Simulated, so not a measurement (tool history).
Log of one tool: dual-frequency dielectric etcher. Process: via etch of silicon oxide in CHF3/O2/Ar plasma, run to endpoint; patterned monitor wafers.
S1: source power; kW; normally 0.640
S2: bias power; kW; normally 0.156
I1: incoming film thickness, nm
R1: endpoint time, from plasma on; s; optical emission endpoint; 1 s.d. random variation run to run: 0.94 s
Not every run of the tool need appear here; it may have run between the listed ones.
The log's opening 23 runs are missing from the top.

{"run": 24, "hour": 365.5, "S1": 0.69, "S2": 0.175, "I1": 478.1, "R1": 230.0}
{"run": 25, "hour": 374.1, "S1": 0.59, "S2": 0.156, "I1": 477.3, "R1": 261.4}
{"run": 26, "hour": 386.4, "S1": 0.64, "S2": 0.156, "I1": 474.4, "R1": 246.4}
{"run": 27, "hour": 396.0, "S1": 0.72, "S2": 0.137, "I1": 478.1, "R1": 241.0}
{"run": 28, "hour": 410.3, "S1": 0.6, "S2": 0.128, "I1": 478.2, "R1": 276.0}
{"run": 29, "hour": 423.5, "S1": 0.56, "S2": 0.191, "I1": 480.6, "R1": 257.7}
{"run": 30, "hour": 431.5, "S1": 0.64, "S2": 0.156, "I1": 476.4, "R1": 250.1}
{"run": 31, "hour": 444.7, "S1": 0.64, "S2": 0.156, "I1": 477.7, "R1": 249.3}

What if the next run were any one of these 4? Each begins from the tool's condition after run 31:
{"run": "A", "hour": 445.2, "S1": 0.64, "S2": 0.156, "I1": 478.5, "R1": "?"}
{"run": "B", "hour": 445.2, "S1": 0.55, "S2": 0.156, "I1": 478.5, "R1": "?"}
{"run": "C", "hour": 445.2, "S1": 0.77, "S2": 0.156, "I1": 478.5, "R1": "?"}
{"run": "D", "hour": 445.2, "S1": 0.64, "S2": 0.119, "I1": 478.5, "R1": "?"}

run=A R1=250.8
run=B R1=276.6
run=C R1=224.9
run=D R1=273.1
With no hidden state in the tool, these same runs would have given:
run=A R1=245.9
run=B R1=271.3
run=C R1=220.5
run=D R1=267.8
